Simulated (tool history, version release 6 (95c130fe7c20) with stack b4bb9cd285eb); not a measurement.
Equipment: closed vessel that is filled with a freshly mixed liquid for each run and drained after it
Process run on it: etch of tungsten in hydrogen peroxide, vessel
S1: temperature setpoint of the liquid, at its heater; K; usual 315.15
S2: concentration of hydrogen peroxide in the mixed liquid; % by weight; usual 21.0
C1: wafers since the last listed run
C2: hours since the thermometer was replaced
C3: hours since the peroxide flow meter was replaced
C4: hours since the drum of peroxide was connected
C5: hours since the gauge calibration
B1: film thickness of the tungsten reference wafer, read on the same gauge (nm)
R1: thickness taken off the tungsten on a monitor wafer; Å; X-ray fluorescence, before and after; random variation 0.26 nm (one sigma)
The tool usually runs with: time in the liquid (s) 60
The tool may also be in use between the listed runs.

Run 1, hour 0.0: usual settings but S1 309.65 K, time in the liquid (s) 85; C1 0; C2 2665.9; C3 1886.4; C4 256.5; C5 257.9; B1 80.00. Result: R1 584.7 Å.
Run 2, hour 34.7: usual settings but S1 309.65 K, time in the liquid (s) 85; C1 5078; C2 2700.6; C3 1921.1; C4 291.2; C5 292.6; B1 79.96. Result: R1 585.8 Å.
Run 3, hour 65.7: usual settings but S2 17.0 % by weight; C1 4537; C2 2731.6; C3 1952.1; C4 322.2; C5 323.6; B1 80.01. Result: R1 533.3 Å.
Run 4, hour 87.6: usual settings but S2 17.0 % by weight; C1 3205; C2 2753.5; C3 1974.0; C4 344.1; C5 345.5; B1 80.00. Result: R1 531.9 Å.
Run 5, hour 100.0: usual settings but S2 17.0 % by weight; C1 1814; C2 2765.9; C3 1986.4; C4 356.5; C5 357.9; B1 79.96. Result: R1 527.3 Å.
Run 6, hour 112.9: usual settings but S1 313.15 K; C1 1888; C2 2778.8; C3 1999.3; C4 369.4; C5 370.8; B1 80.02. Result: R1 516.7 Å.
Run 7, hour 135.7: usual settings; C1 3337; C2 2801.6; C3 2022.1; C4 392.2; C5 393.6; B1 79.98. Result: R1 588.9 Å.
Run 8, hour 160.1: usual settings; C1 3571; C2 2826.0; C3 2046.5; C4 416.6; C5 418.0; B1 80.01. Result: R1 587.5 Å.
Run 9, hour 193.1: usual settings but S2 19.0 % by weight; C1 4830; C2 2859.0; C3 2079.5; C4 449.6; C5 451.0; B1 80.02. Result: R1 556.1 Å.
Run 10, hour 217.9: usual settings; C1 3629; C2 2883.8; C3 2104.3; C4 474.4; C5 475.8; B1 79.99. Result: R1 589.0 Å.
At hour 242.3: gauge calibrated.
Run 11, hour 245.7: usual settings; C1 4069; C2 2911.6; C3 2132.1; C4 502.2; C5 3.4; B1 80.02. Result: R1 582.9 Å.
At hour 254.4: thermometer replaced.
Run 12, hour 278.0: usual settings; C1 4581; C2 23.6; C3 2164.4; C4 534.5; C5 35.7; B1 80.04. Result: R1 586.3 Å.
Run 13, hour 299.6: usual settings but S1 308.65 K, S2 18.5 % by weight, time in the liquid (s) 40; C1 3161; C2 45.2; C3 2186.0; C4 556.1; C5 57.3; B1 79.97. Result: R1 238.2 Å.
At hour 323.5: new drum of peroxide connected.
Run 14, hour 326.7: usual settings but S1 324.65 K, S2 18.5 % by weight, time in the liquid (s) 45; C1 3820; C2 72.3; C3 2213.1; C4 3.2; C5 84.4; B1 80.03. Result: R1 773.3 Å.
Run 15, hour 361.1: usual settings but S2 23.5 % by weight; C1 5035; C2 106.7; C3 2247.5; C4 37.6; C5 118.8; B1 80.02. Result: R1 637.5 Å.
Run 16, hour 391.0: usual settings; C1 4376; C2 136.6; C3 2277.4; C4 67.5; C5 148.7; B1 80.03. Result: R1 599.6 Å.
Run 17, hour 412.9: usual settings but S1 325.15 K, S2 18.5 % by weight, time in the liquid (s) 35; C1 3205; C2 158.5; C3 2299.3; C4 89.4; C5 170.6; B1 80.01. Result: R1 615.9 Å.
Run 18, hour 446.6: usual settings but S1 321.65 K, S2 18.0 % by weight, time in the liquid (s) 85; C1 4932; C2 192.2; C3 2333.0; C4 123.1; C5 204.3; B1 79.99. Result: R1 1185.6 Å.
Run 19, hour 477.1: usual settings but S2 19.0 % by weight; C1 4464; C2 222.7; C3 2363.5; C4 153.6; C5 234.8; B1 80.00. Result: R1 576.6 Å.
At hour 483.4: peroxide flow meter replaced.
Run 20, hour 506.1: usual settings; C1 4098; C2 251.7; C3 22.7; C4 182.6; C5 263.8; B1 80.01. Result: R1 568.0 Å.
Run 21, hour 525.6: usual settings but S1 307.15 K, time in the liquid (s) 30; C1 2854; C2 271.2; C3 42.2; C4 202.1; C5 283.3; B1 80.04. Result: R1 168.3 Å.
Run 22, hour 546.1: usual settings; C1 3000; C2 291.7; C3 62.7; C4 222.6; C5 303.8; B1 80.01. Result: R1 568.9 Å.
Run 23, hour 574.1: usual settings but S1 324.65 K, S2 15.0 % by weight, time in the liquid (s) 40; C1 4098; C2 319.7; C3 90.7; C4 250.6; C5 331.8; B1 80.01. Result: R1 580.4 Å.
Run 24, hour 644.6: usual settings but S2 27.0 % by weight, time in the liquid (s) 35; C1 10318; C2 390.2; C3 161.2; C4 321.1; C5 402.3; B1 80.02. Result: R1 376.4 Å.

Branching from run 24: 4 alternative next runs. What would each branch give?
Run A, hour 645.3: usual settings but S1 307.15 K; C1 102; C2 390.9; C3 161.9; C4 321.8; C5 403.0; B1 ?. Result: R1 ?.
Run B, hour 645.3: usual settings but S1 319.65 K, time in the liquid (s) 95; C1 102; C2 390.9; C3 161.9; C4 321.8; C5 403.0; B1 ?. Result: R1 ?.
Run C, hour 645.3: usual settings but S1 307.15 K, S2 23.0 % by weight; C1 102; C2 390.9; C3 161.9; C4 321.8; C5 403.0; B1 ?. Result: R1 ?.
Run D, hour 645.3: usual settings but S2 17.5 % by weight; C1 102; C2 390.9; C3 161.9; C4 321.8; C5 403.0; B1 ?. Result: R1 ?.

run     B1      R1
  A  80.04   332.3
  B  80.04  1185.8
  C  80.04   347.8
  D  80.04   514.1
Take away the tool's hidden state, keep each run's random variation, and the runs would have read:
run      R1
  A   338.5
  B  1207.8
  C   354.2
  D   523.6
